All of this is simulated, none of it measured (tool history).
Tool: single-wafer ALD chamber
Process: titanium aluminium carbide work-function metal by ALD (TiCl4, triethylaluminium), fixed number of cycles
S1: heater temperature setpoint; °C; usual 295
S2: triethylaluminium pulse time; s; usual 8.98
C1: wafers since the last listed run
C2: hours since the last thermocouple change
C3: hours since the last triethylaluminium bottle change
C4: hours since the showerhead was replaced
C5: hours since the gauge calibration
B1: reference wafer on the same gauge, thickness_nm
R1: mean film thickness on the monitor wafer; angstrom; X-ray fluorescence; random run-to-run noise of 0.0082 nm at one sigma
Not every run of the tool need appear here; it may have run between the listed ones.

run 1 hour=0 | S1=295 S2=8.98 | C1=0 C2=2342.4 C3=1044.5 C4=3625.1 C5=243.6 | B1=2.299 | R1=20.99
run 2 hour=54.1 | S1=295 S2=8.98 | C1=401 C2=2396.5 C3=1098.6 C4=3679.2 C5=297.7 | B1=2.303 | R1=21.2
run 3 hour=113.7 | S1=295 S2=8.98 | C1=442 C2=2456.1 C3=1158.2 C4=3738.8 C5=357.3 | B1=2.298 | R1=21.08
run 4 hour=182.5 | S1=295 S2=7.01 | C1=510 C2=2524.9 C3=1227 C4=3807.6 C5=426.1 | B1=2.301 | R1=20.37
run 5 hour=281.5 | S1=295 S2=8.98 | C1=734 C2=2623.9 C3=1326 C4=3906.6 C5=525.1 | B1=2.298 | R1=21.2
-- hour=299.1 showerhead replaced
-- hour=299.2 gauge calibrated
run 6 hour=330 | S1=295 S2=8.98 | C1=300 C2=2672.4 C3=1374.5 C4=30.9 C5=30.8 | B1=2.297 | R1=21.33
run 7 hour=370.8 | S1=295 S2=8.98 | C1=302 C2=2713.2 C3=1415.3 C4=71.7 C5=71.6 | B1=2.301 | R1=21.17
run 8 hour=440.8 | S1=283 S2=8.98 | C1=519 C2=2783.2 C3=1485.3 C4=141.7 C5=141.6 | B1=2.295 | R1=19.92
-- hour=451.7 triethylaluminium bottle replaced
-- hour=458.9 thermocouple changed; heater temperature recalibrated
run 9 hour=490.9 | S1=295 S2=6.04 | C1=259 C2=32 C3=39.2 C4=191.8 C5=191.7 | B1=2.301 | R1=20.02
run 10 hour=543.7 | S1=295 S2=10.96 | C1=391 C2=84.8 C3=92 C4=244.6 C5=244.5 | B1=2.298 | R1=21.51
run 11 hour=587.6 | S1=288 S2=10.46 | C1=325 C2=128.7 C3=135.9 C4=288.5 C5=288.4 | B1=2.298 | R1=20.88
run 12 hour=643.6 | S1=295 S2=9.92 | C1=415 C2=184.7 C3=191.9 C4=344.5 C5=344.4 | B1=2.303 | R1=21.34
run 13 hour=684.6 | S1=285 S2=6.72 | C1=304 C2=225.7 C3=232.9 C4=385.5 C5=385.4 | B1=2.302 | R1=19.44
run 14 hour=744.2 | S1=295 S2=8.98 | C1=442 C2=285.3 C3=292.5 C4=445.1 C5=445 | B1=2.301 | R1=21.11

Forecast each of these 4 alternatives for the next run:
run A hour=744.6 | S1=295 S2=8.98 | C1=2 C2=285.7 C3=292.9 C4=445.5 C5=445.4 | B1=? | R1=?
run B hour=744.6 | S1=285 S2=11.24 | C1=2 C2=285.7 C3=292.9 C4=445.5 C5=445.4 | B1=? | R1=?
run C hour=744.6 | S1=295 S2=6.52 | C1=2 C2=285.7 C3=292.9 C4=445.5 C5=445.4 | B1=? | R1=?
run D hour=744.6 | S1=284 S2=6.65 | C1=2 C2=285.7 C3=292.9 C4=445.5 C5=445.4 | B1=? | R1=?

run=A B1=2.303 R1=21.18
run=B B1=2.303 R1=20.55
run=C B1=2.303 R1=20.27
run=D B1=2.303 R1=19.21
Without the tool's hidden state the same runs would have given:
run=A R1=21.18
run=B R1=20.55
run=C R1=20.27
run=D R1=19.21
